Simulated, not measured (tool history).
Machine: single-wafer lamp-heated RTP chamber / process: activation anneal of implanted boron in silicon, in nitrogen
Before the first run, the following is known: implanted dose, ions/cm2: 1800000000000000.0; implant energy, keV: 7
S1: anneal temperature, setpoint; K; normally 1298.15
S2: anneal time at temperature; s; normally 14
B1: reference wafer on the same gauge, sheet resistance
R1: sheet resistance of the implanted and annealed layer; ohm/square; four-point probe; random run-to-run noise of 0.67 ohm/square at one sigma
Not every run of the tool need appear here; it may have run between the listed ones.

run     day       S1  S2      B1      R1
  1       0  1276.15  10  115.76  128.82
      0.046  -- reflector plate cleaned
  2   1.233  1279.15  14  116.13  127.13
  3   2.388  1279.15  14  116.13  126.78
  4   2.921  1298.15  14  115.94  115.52
       3.85  -- pyrometer window cleaned and pyrometer calibrated
  5   4.275  1298.15  14  115.84  115.38
  6   5.479  1298.15  14  116.03  115.13
  7   6.808  1298.15  14   116.1  113.75
  8   7.771  1298.15  21  116.02  109.44
  9   8.404  1298.15  21  115.96  107.92
 10   9.017  1298.15  21   116.2  108.38
 11   9.883  1298.15  14  115.94  113.46
 12  10.667  1283.15  14  116.18  121.24
 13  11.479  1283.15  14  116.01   120.7
     12.296  -- pyrometer window cleaned and pyrometer calibrated
     12.592  -- reflector plate cleaned
 14  12.612  1269.15   6  115.96  145.76
 15  13.112  1321.15  14   115.9  104.12
 16  16.988  1281.15   9  116.05   129.8
 17  17.754  1298.15  14  116.15  115.43
     18.792  -- pyrometer window cleaned and pyrometer calibrated
 18  18.812  1320.15  14  116.13  103.15
     18.833  -- gauge calibrated
 19  20.271  1284.15  11   116.1  124.41
 20  21.479  1328.15   6  115.96  108.29
 21  22.362  1298.15  14  116.21  113.57
 22  22.917  1269.15  14  116.01  129.55
     23.554  -- reflector plate cleaned
 23  26.496  1327.15   9  116.05  105.97
     27.012  -- pyrometer window cleaned and pyrometer calibrated
 24   27.45  1319.15   6  115.94  115.67
 25  28.604  1298.15  14  115.81  117.04
 26  30.017  1298.15  14  116.04  116.49
 27  30.942  1325.15  17  116.12   96.75

Difference, measured minus no-hidden-state, one row per run. Run-to-run variation is common to both terms; the gauge's own scatter need not be:
The hidden state here: true wafer temperature minus pyrometer reading, K; wafer temperature error from the tarnished reflector plate, K; gauge reads high (%).
run     R1
  1  -5.71
  2  -1.15
  3  -1.63
  4  -1.71
  5  -2.25
  6  -2.72
  7  -3.21
  8  -4.04
  9  -4.27
 10  -4.56
 11  -4.43
 12  -4.87
 13  -5.17
 14  -0.13
 15  -0.28
 16  -1.97
 17  -2.11
 18  -2.45
 19  -3.17
 20  -3.25
 21  -3.89
 22  -4.84
 23  -1.29
 24  -1.56
 25   -2.2
 26  -2.75
 27  -2.89

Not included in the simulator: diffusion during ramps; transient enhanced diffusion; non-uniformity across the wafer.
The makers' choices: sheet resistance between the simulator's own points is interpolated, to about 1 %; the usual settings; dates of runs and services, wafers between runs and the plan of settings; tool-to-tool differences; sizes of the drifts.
